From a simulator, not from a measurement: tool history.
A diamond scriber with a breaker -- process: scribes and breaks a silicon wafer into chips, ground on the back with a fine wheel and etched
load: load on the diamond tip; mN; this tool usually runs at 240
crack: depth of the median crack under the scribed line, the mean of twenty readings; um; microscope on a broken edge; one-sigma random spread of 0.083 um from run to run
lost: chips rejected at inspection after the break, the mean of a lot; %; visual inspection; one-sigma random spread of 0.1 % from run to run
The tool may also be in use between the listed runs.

| run | day | load | wafers since the last listed run | hours since the diamond tip was replaced | hours since the load on the tip was calibrated | incoming depth of the damage left on the back of the incoming wafer, um | crack | lost |
|---|---|---|---|---|---|---|---|---|
| 1 | 0.000 | 240 | 0 | 595.2 | 1347.6 | 0.59 | 10.29 | 1.44 |
| 2 | 1.338 | 240 | 61 | 627.3 | 1379.7 | 0.55 | 10.09 | 1.77 |
| 3 | 3.271 | 194 | 88 | 673.7 | 1426.1 | 0.45 | 8.93 | 2.32 |
| 4 | 4.392 | 194 | 51 | 700.6 | 1453.0 | 0.42 | 8.94 | 2.61 |
| 5 | 6.879 | 194 | 113 | 760.3 | 1512.7 | 0.43 | 8.82 | 2.88 |
| 6 | 9.542 | 240 | 121 | 824.2 | 1576.6 | 0.77 | 9.86 | 1.41 |
| 7 | 11.929 | 240 | 108 | 881.5 | 1633.9 | 0.67 | 9.86 | 1.67 |
| 8 | 13.212 | 240 | 58 | 912.3 | 1664.7 | 0.52 | 9.76 | 1.46 |
|  | 13.612 | load on the tip recalibrated |
| 9 | 15.138 | 240 | 84 | 958.5 | 36.6 | 0.58 | 9.10 | 2.19 |
|  | 16.683 | diamond tip replaced by a new one |
| 10 | 18.062 | 294 | 129 | 33.1 | 106.8 | 0.48 | 11.31 | 2.91 |
| 11 | 20.821 | 217 | 125 | 99.3 | 173.0 | 0.73 | 9.56 | 1.59 |
| 12 | 23.242 | 240 | 110 | 157.4 | 231.1 | 0.44 | 10.15 | 1.46 |

What does the tool deliver on the next run?
| 13 | 25.338 | 240 | 95 | 207.7 | 281.4 | 0.39 | ? | ? |

{"run 13": {"crack": 10.2, "lost": 1.52}}
With the hidden condition absent and the run-to-run variation left alone, this run would have shown crack 9.97 um, lost 1.47 %.

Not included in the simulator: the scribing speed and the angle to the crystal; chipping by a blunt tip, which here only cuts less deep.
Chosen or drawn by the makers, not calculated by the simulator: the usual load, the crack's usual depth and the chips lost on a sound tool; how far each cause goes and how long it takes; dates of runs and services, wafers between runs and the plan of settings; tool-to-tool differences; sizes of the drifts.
